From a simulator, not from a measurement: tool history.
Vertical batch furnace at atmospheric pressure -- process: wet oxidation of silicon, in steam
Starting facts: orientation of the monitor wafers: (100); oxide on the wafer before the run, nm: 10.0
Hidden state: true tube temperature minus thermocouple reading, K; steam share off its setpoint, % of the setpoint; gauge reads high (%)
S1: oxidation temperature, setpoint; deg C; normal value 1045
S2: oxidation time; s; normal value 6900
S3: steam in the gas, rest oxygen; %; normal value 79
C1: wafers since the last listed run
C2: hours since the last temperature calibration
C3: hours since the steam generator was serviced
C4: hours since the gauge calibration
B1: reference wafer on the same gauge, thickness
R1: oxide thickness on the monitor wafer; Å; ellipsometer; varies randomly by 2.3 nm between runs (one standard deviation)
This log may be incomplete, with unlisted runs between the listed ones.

run 1 hour=0 | S1=1045 S2=6900 S3=74 | C1=0 C2=1575.5 C3=2381.1 C4=178 | B1=765.86 | R1=6822.8
run 2 hour=42.6 | S1=1045 S2=6900 S3=82 | C1=695 C2=1618.1 C3=2423.7 C4=220.6 | B1=765.98 | R1=7233
run 3 hour=88.3 | S1=1045 S2=6900 S3=79 | C1=746 C2=1663.8 C3=2469.4 C4=266.3 | B1=765.47 | R1=7121.4
run 4 hour=115.7 | S1=1045 S2=6900 S3=70 | C1=447 C2=1691.2 C3=2496.8 C4=293.7 | B1=766.19 | R1=6586.6
run 5 hour=185.9 | S1=1045 S2=6900 S3=70 | C1=1146 C2=1761.4 C3=2567 C4=363.9 | B1=765.92 | R1=6620.2
run 6 hour=226.1 | S1=1045 S2=6900 S3=70 | C1=656 C2=1801.6 C3=2607.2 C4=404.1 | B1=766.16 | R1=6622.1
run 7 hour=278.7 | S1=1045 S2=6900 S3=71 | C1=858 C2=1854.2 C3=2659.8 C4=456.7 | B1=766.23 | R1=6690.5
run 8 hour=340.1 | S1=1045 S2=6900 S3=79 | C1=1002 C2=1915.6 C3=2721.2 C4=518.1 | B1=766.3 | R1=7128.8
run 9 hour=378.2 | S1=1045 S2=6900 S3=79 | C1=622 C2=1953.7 C3=2759.3 C4=556.2 | B1=766.64 | R1=7064.8
-- hour=425.8 steam generator serviced
run 10 hour=443.4 | S1=1035 S2=6900 S3=79 | C1=672 C2=2018.9 C3=17.6 C4=621.4 | B1=765.46 | R1=6794.1
-- hour=463.6 gauge calibrated
-- hour=638.2 thermocouples replaced and temperature profile calibrated
run 11 hour=657.5 | S1=1045 S2=6900 S3=89 | C1=3103 C2=19.3 C3=231.7 C4=193.9 | B1=765.3 | R1=7442.2
run 12 hour=694.9 | S1=1034 S2=6900 S3=67 | C1=610 C2=56.7 C3=269.1 C4=231.3 | B1=766.43 | R1=6001.1
run 13 hour=725.7 | S1=1045 S2=6900 S3=79 | C1=502 C2=87.5 C3=299.9 C4=262.1 | B1=765.52 | R1=7043
run 14 hour=762.2 | S1=1045 S2=3540 S3=85 | C1=595 C2=124 C3=336.4 C4=298.6 | B1=766.23 | R1=4931.2
run 15 hour=829.5 | S1=1034 S2=8730 S3=71 | C1=1098 C2=191.3 C3=403.7 C4=365.9 | B1=766.59 | R1=7155.2
run 16 hour=854 | S1=1028 S2=6900 S3=79 | C1=400 C2=215.8 C3=428.2 C4=390.4 | B1=764.92 | R1=6448.4
run 17 hour=889.2 | S1=1058 S2=9240 S3=90 | C1=574 C2=251 C3=463.4 C4=425.6 | B1=766.6 | R1=9473.6
run 18 hour=947.6 | S1=1045 S2=4830 S3=83 | C1=953 C2=309.4 C3=521.8 C4=484 | B1=765.4 | R1=5834.4
run 19 hour=1013.2 | S1=1038 S2=8580 S3=79 | C1=1071 C2=375 C3=587.4 C4=549.6 | B1=765.88 | R1=7703.9
run 20 hour=1041.9 | S1=1045 S2=6900 S3=79 | C1=468 C2=403.7 C3=616.1 C4=578.3 | B1=765.85 | R1=7002.9
run 21 hour=1076.3 | S1=1045 S2=5520 S3=79 | C1=561 C2=438.1 C3=650.5 C4=612.7 | B1=765.22 | R1=6142.1
run 22 hour=1109.1 | S1=1045 S2=6900 S3=88 | C1=535 C2=470.9 C3=683.3 C4=645.5 | B1=765.93 | R1=7492.5

Each row is a separate what-if for the run after 22, all from the same tool condition, not one after another. Results?
run A hour=1114.6 | S1=1045 S2=5310 S3=79 | C1=89 C2=476.4 C3=688.8 C4=651 | B1=? | R1=?
run B hour=1114.6 | S1=1022 S2=6900 S3=79 | C1=89 C2=476.4 C3=688.8 C4=651 | B1=? | R1=?
run C hour=1114.6 | S1=1026 S2=6900 S3=85 | C1=89 C2=476.4 C3=688.8 C4=651 | B1=? | R1=?

run=A B1=765.91 R1=6033.6
run=B B1=765.91 R1=6271.3
run=C B1=765.91 R1=6696.9
What these runs would have given with no unlogged condition in the tool:
run=A R1=5987.4
run=B R1=6219
run=C R1=6643.3

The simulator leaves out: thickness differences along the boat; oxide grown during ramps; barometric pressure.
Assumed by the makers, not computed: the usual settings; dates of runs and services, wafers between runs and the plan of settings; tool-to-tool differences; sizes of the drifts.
